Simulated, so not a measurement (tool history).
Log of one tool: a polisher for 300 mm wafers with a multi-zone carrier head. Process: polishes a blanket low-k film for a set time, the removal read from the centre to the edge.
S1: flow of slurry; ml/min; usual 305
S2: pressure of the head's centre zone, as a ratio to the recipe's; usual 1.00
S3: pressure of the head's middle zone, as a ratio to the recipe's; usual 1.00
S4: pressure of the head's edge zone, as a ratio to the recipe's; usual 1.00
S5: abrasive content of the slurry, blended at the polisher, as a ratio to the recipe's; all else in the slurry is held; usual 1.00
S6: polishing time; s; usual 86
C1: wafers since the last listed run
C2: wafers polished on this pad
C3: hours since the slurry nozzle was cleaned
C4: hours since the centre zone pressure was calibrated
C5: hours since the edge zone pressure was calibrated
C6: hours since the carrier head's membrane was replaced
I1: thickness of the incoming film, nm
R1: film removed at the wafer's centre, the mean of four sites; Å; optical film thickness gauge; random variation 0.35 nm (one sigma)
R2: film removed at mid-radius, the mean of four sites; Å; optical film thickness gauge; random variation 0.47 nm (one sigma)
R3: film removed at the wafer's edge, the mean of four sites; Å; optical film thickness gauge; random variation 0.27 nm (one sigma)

run     day   S1    S2    S3    S4    S5   S6    C1    C2     C3     C4     C5     C6     I1   R1   R2   R3
  1   0.000  305  1.00  1.00  1.00  1.00   86     0  3623  259.3  320.8  525.7  466.7  636.0  374  344  350
      0.700  -- worn pad replaced by a new one
  2   2.367  305  1.00  1.00  1.09  1.00   86   513   388  316.1  377.6  582.5  523.5  632.7  371  345  365
      3.492  -- centre zone pressure recalibrated
  3   3.717  305  1.00  1.00  0.90  1.00   86   295   684  348.5    5.4  614.9  555.9  625.6  358  346  337
  4   5.421  220  1.00  1.00  1.00  1.00   77   397  1082  389.4   46.3  655.8  596.8  630.2  303  294  306
  5   6.838  305  1.00  1.00  1.00  0.75  100   330  1413  423.4   80.3  689.8  630.8  629.0  356  343  344
  6   8.154  235  1.06  1.00  1.00  1.00  107   307  1720  455.0  111.9  721.4  662.4  624.8  462  419  422
  7   9.450  205  1.00  1.00  0.96  1.00   71   302  2023  486.1  143.0  752.5  693.5  624.5  282  271  273
  8  12.292  305  1.10  1.11  1.00  1.00   86   663  2687  554.3  211.2  820.7  761.7  640.2  401  385  352
  9  13.654  305  1.09  1.00  1.00  1.00   86   318  3005  587.0  243.9  853.4  794.4  632.9  400  346  347
     14.379  -- edge zone pressure recalibrated
 10  15.533  305  1.00  1.00  1.00  1.00   86   419  3424  632.1  289.0   27.7  839.5  624.7  371  338  347
 11  17.579  400  1.00  1.11  1.00  1.00   86   477  3902  681.2  338.1   76.8  888.6  624.5  380  394  357
     19.917  -- carrier head's membrane replaced by a new one
 12  19.933  245  1.00  1.00  0.96  1.00   86   501  4403  737.7  394.6  133.3    0.4  625.4  360  342  334
     21.046  -- worn pad replaced by a new one
     21.342  -- slurry nozzle cleaned
 13  22.162  305  1.00  1.00  1.04  1.00   86   471   250   19.7  448.1  186.8   53.9  633.4  371  347  358
 14  24.392  215  1.09  1.00  0.94  1.00   59   520   771   73.2  501.6  240.3  107.4  631.5  271  228  228
     25.192  -- centre zone pressure recalibrated
 15  26.912  335  1.08  1.00  1.00  1.10  104   569  1340  133.7   41.3  300.8  167.9  634.7  503  447  447
 16  29.292  305  1.09  1.06  0.92  1.10   86   555  1896  190.8   98.4  357.9  225.0  630.9  412  377  357
 17  30.771  305  1.00  1.00  1.00  1.00   86   345  2241  226.3  133.9  393.4  260.5  637.2  371  354  352
 18  33.600  305  1.00  1.00  1.00  1.00   86   660  2902  294.2  201.8  461.3  328.4  630.8  369  345  354
 19  39.775  305  0.94  1.06  1.09  1.00   86  1442  4344  442.4  350.0  609.5  476.6  621.7  349  369  359
 20  41.575  305  1.00  1.06  0.94  1.20   86   420  4764  485.6  393.2  652.7  519.8  630.5  417  401  370
     42.404  -- worn pad replaced by a new one
 21  42.783  305  1.00  1.00  1.00  1.00   86   243    88  514.6  422.2  681.7  548.8  631.8  382  342  351

Forecast each of these 5 alternatives for the next run:
  A  42.804  305  1.00  1.00  1.00  1.10   86   4  93  515.1  422.7  682.2  549.3  627.3   ?   ?   ?
  B  42.804  305  1.00  0.93  1.00  1.00   86   4  93  515.1  422.7  682.2  549.3  627.3   ?   ?   ?
  C  42.804  340  1.00  1.11  1.08  1.20   86   4  93  515.1  422.7  682.2  549.3  627.3   ?   ?   ?
  D  42.804  305  1.00  1.00  1.00  1.00  104   4  93  515.1  422.7  682.2  549.3  627.3   ?   ?   ?
  E  42.804  230  1.00  1.09  1.00  1.00   86   4  93  515.1  422.7  682.2  549.3  627.3   ?   ?   ?

run   R1   R2   R3
  A  400  371  373
  B  382  333  357
  C  421  426  403
  D  462  429  431
  E  368  368  347
Without the tool's hidden state the same runs would have given:
run   R1   R2   R3
  A  378  371  373
  B  361  334  357
  C  398  426  403
  D  437  429  431
  E  348  368  347
